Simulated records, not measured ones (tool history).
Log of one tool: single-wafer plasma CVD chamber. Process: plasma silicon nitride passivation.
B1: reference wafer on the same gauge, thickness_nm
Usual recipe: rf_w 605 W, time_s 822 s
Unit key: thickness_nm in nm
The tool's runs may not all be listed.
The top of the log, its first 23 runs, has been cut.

Run 24, day 26.317: usual settings; B1 1070.616. Result: thickness_nm 1139.5 nm.
Run 25, day 27.8: usual settings but rf_w 510 W; B1 1069.966. Result: thickness_nm 1066.516 nm.
Run 26, day 28.662: usual settings but rf_w 545 W; B1 1070.28. Result: thickness_nm 1094.665 nm.
Run 27, day 29.204: usual settings but rf_w 570 W, time_s 687 s; B1 1069.165. Result: thickness_nm 929.877 nm.
At day 29.829: RF generator calibrated.
Run 28, day 32.971: usual settings; B1 1070.539. Result: thickness_nm 1181.668 nm.
Run 29, day 33.7: usual settings but rf_w 520 W, time_s 966 s; B1 1069.564. Result: thickness_nm 1314.44 nm.
Run 30, day 36.25: usual settings but rf_w 525 W, time_s 662 s; B1 1069.824. Result: thickness_nm 903.102 nm.
Run 31, day 37.1: usual settings; B1 1070.805. Result: thickness_nm 1177.566 nm.
Run 32, day 37.654: usual settings but rf_w 670 W, time_s 898 s; B1 1069.666. Result: thickness_nm 1328.635 nm.
Run 33, day 38.504: usual settings but rf_w 505 W, time_s 772 s; B1 1070.119. Result: thickness_nm 1032 nm.
Run 34, day 39.488: usual settings but rf_w 695 W, time_s 779 s; B1 1069.13. Result: thickness_nm 1171.097 nm.

What if the next run were any one of these 4? Each begins from the tool's condition after run 34:
Run A, day 39.512: usual settings but rf_w 560 W; B1 ?. Result: thickness_nm ?.
Run B, day 39.512: usual settings but rf_w 565 W, time_s 768 s; B1 ?. Result: thickness_nm ?.
Run C, day 39.512: usual settings but rf_w 715 W, time_s 958 s; B1 ?. Result: thickness_nm ?.
Run D, day 39.512: usual settings but rf_w 650 W, time_s 969 s; B1 ?. Result: thickness_nm ?.

run        B1  thickness_nm
  A  1070.321      1142.597
  B  1070.321       1070.87
  C  1070.321      1448.592
  D  1070.321      1418.402
The same runs, with their run-to-run variation unchanged, on a tool lacking any hidden condition would have given:
run  thickness_nm
  A      1148.379
  B       1076.29
  C      1455.923
  D      1425.581
